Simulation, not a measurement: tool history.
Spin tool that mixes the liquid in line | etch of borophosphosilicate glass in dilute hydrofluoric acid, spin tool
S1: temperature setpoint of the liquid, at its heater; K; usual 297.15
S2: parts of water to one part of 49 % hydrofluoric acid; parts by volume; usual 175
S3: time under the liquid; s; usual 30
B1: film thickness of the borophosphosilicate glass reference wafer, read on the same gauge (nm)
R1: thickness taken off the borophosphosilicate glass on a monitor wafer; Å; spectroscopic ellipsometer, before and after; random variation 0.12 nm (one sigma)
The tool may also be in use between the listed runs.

{"run": 1, "day": 0.0, "S1": 297.15, "S2": 175, "S3": 30, "B1": 40, "R1": 151.8}
{"run": 2, "day": 0.808, "S1": 297.15, "S2": 175, "S3": 30, "B1": 39.99, "R1": 152.3}
{"run": 3, "day": 1.821, "S1": 297.15, "S2": 215, "S3": 30, "B1": 40.01, "R1": 117.7}
{"run": 4, "day": 2.583, "S1": 297.15, "S2": 215, "S3": 30, "B1": 40, "R1": 122.1}
{"run": 5, "day": 3.804, "S1": 297.15, "S2": 215, "S3": 30, "B1": 40.01, "R1": 122.2}
{"run": 6, "day": 4.35, "S1": 297.15, "S2": 175, "S3": 30, "B1": 40.01, "R1": 154.9}
{"run": 7, "day": 5.588, "S1": 297.15, "S2": 175, "S3": 30, "B1": 40, "R1": 153.6}
{"run": 8, "day": 6.388, "S1": 297.15, "S2": 175, "S3": 30, "B1": 40, "R1": 156.8}
{"day": 7.008, "done": "gauge calibrated"}
{"run": 9, "day": 7.733, "S1": 297.15, "S2": 175, "S3": 30, "B1": 39.99, "R1": 157.7}
{"run": 10, "day": 9.1, "S1": 297.15, "S2": 175, "S3": 30, "B1": 40.01, "R1": 160.2}
{"run": 11, "day": 9.858, "S1": 297.15, "S2": 175, "S3": 30, "B1": 40.01, "R1": 159.8}
{"run": 12, "day": 10.675, "S1": 293.65, "S2": 175, "S3": 30, "B1": 40, "R1": 140.6}
{"run": 13, "day": 11.829, "S1": 297.15, "S2": 260, "S3": 50, "B1": 40.02, "R1": 166.8}
{"day": 12.617, "done": "hydrofluoric acid flow meter replaced"}
{"run": 14, "day": 12.638, "S1": 297.15, "S2": 175, "S3": 30, "B1": 40.01, "R1": 155.3}
{"run": 15, "day": 14.008, "S1": 297.15, "S2": 175, "S3": 30, "B1": 40.02, "R1": 155.4}
{"day": 16.092, "done": "thermometer replaced"}
{"run": 16, "day": 18.129, "S1": 300.65, "S2": 120, "S3": 15, "B1": 39.98, "R1": 130.3}
{"run": 17, "day": 18.75, "S1": 297.15, "S2": 175, "S3": 30, "B1": 40.03, "R1": 148.7}
{"day": 19.112, "done": "gauge calibrated"}
{"run": 18, "day": 19.983, "S1": 294.15, "S2": 175, "S3": 40, "B1": 39.97, "R1": 174.3}
{"run": 19, "day": 20.917, "S1": 294.15, "S2": 260, "S3": 35, "B1": 40, "R1": 96.1}
{"run": 20, "day": 22.333, "S1": 299.15, "S2": 135, "S3": 15, "B1": 40, "R1": 108.6}
{"run": 21, "day": 23.75, "S1": 297.15, "S2": 255, "S3": 20, "B1": 40, "R1": 63.2}
{"run": 22, "day": 25.188, "S1": 294.65, "S2": 135, "S3": 45, "B1": 39.98, "R1": 279.5}

3 ways to go on from here, each from the tool as it stands after run 22. What would each give?
{"run": "A", "day": 25.204, "S1": 297.15, "S2": 240, "S3": 30, "B1": "?", "R1": "?"}
{"run": "B", "day": 25.204, "S1": 295.15, "S2": 110, "S3": 25, "B1": "?", "R1": "?"}
{"run": "C", "day": 25.204, "S1": 297.15, "S2": 205, "S3": 30, "B1": "?", "R1": "?"}

run=A B1=40.01 R1=102.6
run=B B1=40.01 R1=199.4
run=C B1=40.01 R1=124.7
Without the tool's hidden state the same runs would have given:
run=A R1=95.5
run=B R1=185.4
run=C R1=116

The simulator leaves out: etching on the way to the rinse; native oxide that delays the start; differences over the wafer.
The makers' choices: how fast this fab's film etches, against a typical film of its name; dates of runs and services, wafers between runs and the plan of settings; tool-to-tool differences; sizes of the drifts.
